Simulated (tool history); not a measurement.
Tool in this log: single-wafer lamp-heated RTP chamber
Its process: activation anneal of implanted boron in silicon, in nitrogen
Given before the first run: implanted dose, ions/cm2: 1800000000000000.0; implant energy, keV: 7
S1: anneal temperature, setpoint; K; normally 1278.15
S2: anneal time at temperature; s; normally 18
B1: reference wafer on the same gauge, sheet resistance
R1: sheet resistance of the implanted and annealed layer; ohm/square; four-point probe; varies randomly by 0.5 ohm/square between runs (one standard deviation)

{"run": 1, "hour": 0.0, "S1": 1278.15, "S2": 18, "B1": 154.99, "R1": 131.28}
{"run": 2, "hour": 44.5, "S1": 1278.15, "S2": 18, "B1": 155.06, "R1": 129.59}
{"run": 3, "hour": 99.3, "S1": 1278.15, "S2": 18, "B1": 155.05, "R1": 130.21}
{"run": 4, "hour": 142.1, "S1": 1278.15, "S2": 18, "B1": 155.13, "R1": 129.73}
{"run": 5, "hour": 217.5, "S1": 1278.15, "S2": 24, "B1": 155.0, "R1": 125.61}
{"hour": 252.9, "done": "reflector plate cleaned"}
{"run": 6, "hour": 313.3, "S1": 1278.15, "S2": 24, "B1": 155.03, "R1": 125.72}
{"hour": 347.8, "done": "pyrometer window cleaned and pyrometer calibrated"}
{"run": 7, "hour": 356.3, "S1": 1278.15, "S2": 24, "B1": 154.97, "R1": 130.85}
{"run": 8, "hour": 441.2, "S1": 1271.15, "S2": 18, "B1": 155.18, "R1": 139.04}
{"hour": 451.4, "done": "gauge calibrated"}
{"run": 9, "hour": 488.1, "S1": 1271.15, "S2": 18, "B1": 155.0, "R1": 136.86}
{"run": 10, "hour": 552.7, "S1": 1278.15, "S2": 15, "B1": 154.96, "R1": 134.23}
{"run": 11, "hour": 637.4, "S1": 1294.15, "S2": 18, "B1": 155.0, "R1": 121.1}
{"run": 12, "hour": 915.7, "S1": 1294.15, "S2": 18, "B1": 154.92, "R1": 120.03}
{"run": 13, "hour": 975.7, "S1": 1294.15, "S2": 18, "B1": 155.0, "R1": 119.17}
{"run": 14, "hour": 1026.6, "S1": 1301.15, "S2": 26, "B1": 154.98, "R1": 109.21}
{"run": 15, "hour": 1071.4, "S1": 1278.15, "S2": 18, "B1": 155.01, "R1": 129.76}
{"hour": 1110.2, "done": "pyrometer window cleaned and pyrometer calibrated"}
{"hour": 1128.5, "done": "reflector plate cleaned"}
{"run": 16, "hour": 1140.9, "S1": 1300.15, "S2": 22, "B1": 154.98, "R1": 117.58}
{"run": 17, "hour": 1184.8, "S1": 1292.15, "S2": 12, "B1": 154.96, "R1": 130.18}
{"run": 18, "hour": 1284.2, "S1": 1286.15, "S2": 22, "B1": 155.05, "R1": 124.51}
{"run": 19, "hour": 1353.9, "S1": 1278.15, "S2": 18, "B1": 154.96, "R1": 131.64}
{"run": 20, "hour": 1434.0, "S1": 1278.15, "S2": 18, "B1": 154.99, "R1": 131.09}
{"run": 21, "hour": 1506.6, "S1": 1278.15, "S2": 18, "B1": 155.18, "R1": 130.94}
{"run": 22, "hour": 1598.9, "S1": 1306.15, "S2": 21, "B1": 154.82, "R1": 110.53}
{"run": 23, "hour": 1652.8, "S1": 1278.15, "S2": 18, "B1": 155.0, "R1": 130.82}
{"run": 24, "hour": 1752.9, "S1": 1278.15, "S2": 18, "B1": 155.01, "R1": 129.97}
{"hour": 1820.4, "done": "pyrometer window cleaned and pyrometer calibrated"}
{"run": 25, "hour": 1840.4, "S1": 1306.15, "S2": 13, "B1": 154.91, "R1": 121.02}
{"hour": 1894.5, "done": "reflector plate cleaned"}
{"run": 26, "hour": 1895.0, "S1": 1278.15, "S2": 26, "B1": 154.88, "R1": 128.85}
{"run": 27, "hour": 1973.3, "S1": 1298.15, "S2": 23, "B1": 155.09, "R1": 115.89}
{"run": 28, "hour": 2038.3, "S1": 1278.15, "S2": 18, "B1": 155.01, "R1": 131.12}
{"run": 29, "hour": 2145.7, "S1": 1304.15, "S2": 10, "B1": 155.04, "R1": 122.48}
{"run": 30, "hour": 2238.8, "S1": 1267.15, "S2": 14, "B1": 154.98, "R1": 140.27}
{"run": 31, "hour": 2335.6, "S1": 1296.15, "S2": 18, "B1": 155.02, "R1": 118.38}
{"run": 32, "hour": 2390.4, "S1": 1289.15, "S2": 22, "B1": 154.93, "R1": 120.01}
{"run": 33, "hour": 2446.9, "S1": 1296.15, "S2": 9, "B1": 154.95, "R1": 128.01}
{"hour": 2499.3, "done": "pyrometer window cleaned and pyrometer calibrated"}
{"run": 34, "hour": 2545.4, "S1": 1250.15, "S2": 24, "B1": 154.93, "R1": 152.78}
{"hour": 2619.0, "done": "reflector plate cleaned"}
{"run": 35, "hour": 2627.4, "S1": 1293.15, "S2": 11, "B1": 155.02, "R1": 129.74}
{"run": 36, "hour": 2710.7, "S1": 1278.15, "S2": 29, "B1": 155.06, "R1": 126.01}

Alternative continuations, all from the tool just after run 36; predict every row:
{"run": "A", "hour": 2711.1, "S1": 1278.15, "S2": 18, "B1": "?", "R1": "?"}
{"run": "B", "hour": 2711.1, "S1": 1278.15, "S2": 13, "B1": "?", "R1": "?"}
{"run": "C", "hour": 2711.1, "S1": 1265.15, "S2": 18, "B1": "?", "R1": "?"}
{"run": "D", "hour": 2711.1, "S1": 1305.15, "S2": 14, "B1": "?", "R1": "?"}

run=A B1=155.05 R1=132.11
run=B B1=155.05 R1=135.99
run=C B1=155.05 R1=140.78
run=D B1=155.05 R1=118.56
Had the tool no hidden state, the same runs would have come out as:
run=A R1=136.10
run=B R1=140.04
run=C R1=145.41
run=D R1=122.28
